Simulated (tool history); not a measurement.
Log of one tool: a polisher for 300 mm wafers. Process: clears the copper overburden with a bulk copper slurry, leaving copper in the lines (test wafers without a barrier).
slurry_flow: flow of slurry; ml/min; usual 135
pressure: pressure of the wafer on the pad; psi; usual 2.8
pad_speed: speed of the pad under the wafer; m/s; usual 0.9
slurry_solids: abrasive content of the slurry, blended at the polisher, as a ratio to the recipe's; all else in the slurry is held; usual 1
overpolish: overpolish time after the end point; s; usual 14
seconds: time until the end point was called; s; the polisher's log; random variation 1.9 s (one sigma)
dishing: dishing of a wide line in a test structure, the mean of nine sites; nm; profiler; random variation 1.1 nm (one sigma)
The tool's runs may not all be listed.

run	hour	slurry_flow	pressure	pad_speed	slurry_solids	overpolish	wafers since the last listed run	wafers polished on this pad	hours since the slurry nozzle was cleaned	hours since the head pressure was calibrated	hours since the slurry blender was calibrated	incoming thickness of the incoming film, nm	seconds	dishing
1	0	135	2.8	0.9	1	14	0	860	355.5	1174.3	300.4	726.1	117.7	53.1
# hour 19.5: worn pad replaced by a new one
# hour 26.8: slurry blender recalibrated
2	27.8	135	2.8	0.9	0.75	14	190	54	383.3	1202.1	1	723.4	124	50.3
3	41.6	135	2.8	0.9	0.75	14	120	175	397.1	1215.9	14.8	724.2	128.7	50
4	48.6	135	2.8	0.9	0.75	14	61	236	404.1	1222.9	21.8	728	134.4	49.5
# hour 56.3: slurry nozzle cleaned
# hour 61.6: head pressure recalibrated
5	66.5	135	2.8	0.9	1	14	130	366	10.2	4.9	39.7	719.5	106.2	57.3
6	81.4	135	2.8	0.9	1	8	130	496	25.1	19.8	54.6	712.8	107.5	36.4
7	99.1	135	2.8	0.9	1	14	154	651	42.8	37.5	72.3	714.6	109.9	56
8	116.9	175	2.8	0.9	1	14	155	807	60.6	55.3	90.1	729.3	107.7	57.2
9	134.6	135	2.8	0.6	1	14	154	961	78.3	73	107.8	726.4	167.8	41.1
# hour 147.8: worn pad replaced by a new one
10	148.6	90	2	0.9	1	14	87	7	92.3	87	121.8	712.7	150.7	42.1
11	165.2	135	2.8	0.9	0.8	14	145	152	108.9	103.6	138.4	724.9	115.7	55.7
12	179.9	135	3.7	0.76	1	18	128	280	123.6	118.3	153.1	716.5	93.9	76.8
13	190.9	135	2.8	0.62	1	14	96	376	134.6	129.3	164.1	728.6	149.1	44
14	200.2	135	2.8	0.9	1	14	81	458	143.9	138.6	173.4	724.3	105.5	56.4
15	206.4	135	2.8	0.9	1	14	54	512	150.1	144.8	179.6	716.6	108.1	56.2
16	218.7	135	2.8	0.9	1	14	107	619	162.4	157.1	191.9	715.5	105	56.1
17	226	170	3.4	0.9	1	14	63	683	169.7	164.4	199.2	720.3	90.1	67.6
18	240.9	135	3.3	0.9	1	7	130	813	184.6	179.3	214.1	721.1	98.8	35.8
19	250.1	135	2.8	0.62	1	7	80	894	193.8	188.5	223.3	717.7	156.6	23.8
# hour 257.4: worn pad replaced by a new one
20	257.9	135	2.1	0.9	0.8	14	33	4	201.6	196.3	231.1	720.1	138.4	44.7
21	265.3	160	1.9	0.9	1.1	20	64	68	209	203.7	238.5	710.1	127.5	58.7
22	277.8	135	2	0.9	1	19	109	178	221.5	216.2	251	712.9	141.3	57.4
23	291.2	135	2.8	0.9	0.7	22	117	295	234.9	229.6	264.4	713.2	117.8	71.9
24	306.8	135	1.8	0.9	1	19	136	431	250.5	245.2	280	730.3	160.2	51.6
25	319.4	180	2.5	0.9	1	10	110	541	263.1	257.8	292.6	710.1	115.8	41.1
26	325.7	165	2.8	0.9	1	14	55	596	269.4	264.1	298.9	709.9	100.5	58.3
27	334.2	135	2.8	0.9	1	14	74	670	277.9	272.6	307.4	713.5	115.5	54
28	349.9	135	2.8	0.9	1.15	14	137	808	293.6	288.3	323.1	708.7	109.3	55.1

4 ways to go on from here, each from the tool as it stands after run 28. What would each give?
A	350.4	135	3.1	0.9	1	14	4	812	294.1	288.8	323.6	716.2	?	?
B	350.4	135	2.8	0.82	1	11	4	812	294.1	288.8	323.6	716.2	?	?
C	350.4	135	3.3	0.9	1	19	4	812	294.1	288.8	323.6	716.2	?	?
D	350.4	135	2.8	0.6	1	9	4	812	294.1	288.8	323.6	716.2	?	?

run	seconds	dishing
A	103.8	58.2
B	123.7	41.8
C	98.1	75.2
D	163.5	27.8
Without the tool's hidden state the same runs would have given:
run	seconds	dishing
A	89.2	64.9
B	106.3	47.2
C	84.3	82.6
D	140.5	31.7

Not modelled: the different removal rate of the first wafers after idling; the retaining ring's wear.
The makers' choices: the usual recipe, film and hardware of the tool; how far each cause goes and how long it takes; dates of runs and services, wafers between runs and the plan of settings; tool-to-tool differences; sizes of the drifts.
